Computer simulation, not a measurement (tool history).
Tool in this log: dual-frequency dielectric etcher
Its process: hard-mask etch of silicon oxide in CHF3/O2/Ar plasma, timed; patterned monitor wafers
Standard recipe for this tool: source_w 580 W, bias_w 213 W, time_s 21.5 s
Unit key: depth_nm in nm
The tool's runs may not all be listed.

run    hour  source_w  bias_w  time_s  wafers since the last listed run  hours since the last wet clean  hours since the last source power generator calibration  hours since the last bias power generator calibration  hours since the last upper electrode change  hours since the gauge calibration  read-back reference wafer on the same gauge, depth_nm  depth_nm
  1     0.0       480     213    21.5                                 0                           184.6                                                   1040.5                                                  901.0                                       2013.6                              370.1                                                  44.12     40.66
  2    97.7       480     213    21.5                               936                           282.3                                                   1138.2                                                  998.7                                       2111.3                              467.8                                                  44.07     40.74
      166.0  -- wet clean of the chamber
  3   166.5       610     213    21.5                               429                             0.5                                                   1207.0                                                 1067.5                                       2180.1                              536.6                                                  44.11     43.65
  4   454.4       610     213    21.5                              2759                           288.4                                                   1494.9                                                 1355.4                                       2468.0                              824.5                                                  44.10     44.03
      480.0  -- wet clean of the chamber
  5   523.1       610     213    21.5                               428                            43.1                                                   1563.6                                                 1424.1                                       2536.7                              893.2                                                  44.11     44.18
  6   575.7       580     213    21.5                               504                            95.7                                                   1616.2                                                 1476.7                                       2589.3                              945.8                                                  44.10     43.40
      691.2  -- source power generator calibrated
      736.4  -- gauge calibrated
      799.9  -- bias power generator calibrated
      825.6  -- wet clean of the chamber
  7   840.1       580     213    21.5                              2227                            14.5                                                    148.9                                                   40.2                                       2853.7                              103.7                                                  44.12     42.67
  8   944.3       580     213    21.5                               998                           118.7                                                    253.1                                                  144.4                                       2957.9                              207.9                                                  44.09     42.49
     1017.6  -- upper electrode replaced
  9  1046.4       670     231    19.5                               748                           220.8                                                    355.2                                                  246.5                                         28.8                              310.0                                                  44.08     40.86
 10  1142.0       580     243    27.0                               916                           316.4                                                    450.8                                                  342.1                                        124.4                              405.6                                                  44.11     54.76
     1195.3  -- wet clean of the chamber
 11  1391.8       580     213    21.5                              2164                           196.5                                                    700.6                                                  591.9                                        374.2                              655.4                                                  44.10     42.49
 12  1480.3       530     185    23.5                               848                           285.0                                                    789.1                                                  680.4                                        462.7                              743.9                                                  44.10     44.17
     1520.9  -- wet clean of the chamber
 13  1572.4       460     183    15.5                               652                            51.5                                                    881.2                                                  772.5                                        554.8                              836.0                                                  44.11     27.97
 14  1652.8       700     213    21.5                               770                           131.9                                                    961.6                                                  852.9                                        635.2                              916.4                                                  44.11     45.29
 15  1748.4       580     213    21.5                               916                           227.5                                                   1057.2                                                  948.5                                        730.8                             1012.0                                                  44.09     43.12
 16  1822.7       680     178    21.5                               712                           301.8                                                   1131.5                                                 1022.8                                        805.1                             1086.3                                                  44.09     43.68

Branching from run 16: 3 alternative next runs. What would each branch give?
  A  1823.1       690     213    21.5                                 3                           302.2                                                   1131.9                                                 1023.2                                        805.5                             1086.7                                                      ?         ?
  B  1823.1       460     186    19.0                                 3                           302.2                                                   1131.9                                                 1023.2                                        805.5                             1086.7                                                      ?         ?
  C  1823.1       580     264    21.5                                 3                           302.2                                                   1131.9                                                 1023.2                                        805.5                             1086.7                                                      ?         ?

run  read-back reference wafer on the same gauge, depth_nm  depth_nm
  A                                                  44.10     45.15
  B                                                  44.10     34.61
  C                                                  44.10     44.72
With no hidden state in the tool, these same runs would have given:
run  depth_nm
  A     44.81
  B     34.34
  C     44.38

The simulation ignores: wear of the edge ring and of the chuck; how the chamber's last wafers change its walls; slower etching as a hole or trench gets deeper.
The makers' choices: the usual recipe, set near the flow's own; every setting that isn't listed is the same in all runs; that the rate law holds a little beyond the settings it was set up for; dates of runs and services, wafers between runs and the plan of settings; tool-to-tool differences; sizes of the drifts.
